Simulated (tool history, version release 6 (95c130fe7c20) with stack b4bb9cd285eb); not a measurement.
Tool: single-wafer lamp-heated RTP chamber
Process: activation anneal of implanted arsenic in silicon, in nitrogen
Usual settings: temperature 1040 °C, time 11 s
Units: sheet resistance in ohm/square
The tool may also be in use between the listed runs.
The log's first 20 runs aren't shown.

run,hour,temperature,time,wafers since the last listed run,wafers since the last pyrometer calibration,wafers since the reflector plate was cleaned,hours since the gauge calibration,"read-back reference wafer on the same gauge, sheet resistance",sheet resistance
21,1674.2,1067,11,1899,6349,4107,352.8,196.98,194.29
22,1721.8,1016,7,876,7225,4983,400.4,196.84,210.99
23,1758.2,1068,8,669,7895,5653,436.8,196.92,197.72
24,1839.6,1018,7,1498,9393,7151,518.2,197.06,210.78
25,1909.2,1058,15,1280,10674,8432,587.8,196.87,190.68
26,2010.9,1026,15,1871,12545,10304,689.5,197.11,199.35
27,2082.9,1018,16,1325,13870,11629,761.5,197.00,200.14
# hour 2114.1: pyrometer window cleaned and pyrometer calibrated
28,2162.8,1013,11,1323,895,12952,841.4,196.86,208.19
# hour 2184.0: reflector plate cleaned
29,2243.5,1058,14,1337,2233,1095,922.1,197.00,194.62
30,2311.0,1040,11,1242,3475,2338,989.6,197.06,201.76
31,2387.7,1017,6,1411,4887,3749,1066.3,196.96,212.45
32,2456.1,1040,7,1258,6146,5008,1134.7,197.15,206.46
33,2525.5,1070,15,1277,7423,6285,1204.1,196.86,188.75
34,2607.9,1040,9,1516,8939,7802,1286.5,197.17,202.59
35,2653.6,1040,11,841,9781,8643,1332.2,197.13,198.83
36,2715.6,1040,11,1141,10922,9784,1394.2,197.13,199.27
# hour 2887.7: pyrometer window cleaned and pyrometer calibrated
# hour 2924.5: reflector plate cleaned
37,2925.0,1054,15,3559,539,9,1603.6,197.06,195.24

Forecast each of these 3 alternatives for the next run:
A,2925.4,1040,11,7,546,16,1604.0,?,?
B,2925.4,1032,8,7,546,16,1604.0,?,?
C,2925.4,1057,11,7,546,16,1604.0,?,?

run,"read-back reference wafer on the same gauge, sheet resistance",sheet resistance
A,196.86,201.81
B,196.86,207.15
C,196.86,197.24
Without the tool's hidden state the same runs would have given:
run,sheet resistance
A,202.18
B,207.48
C,197.64
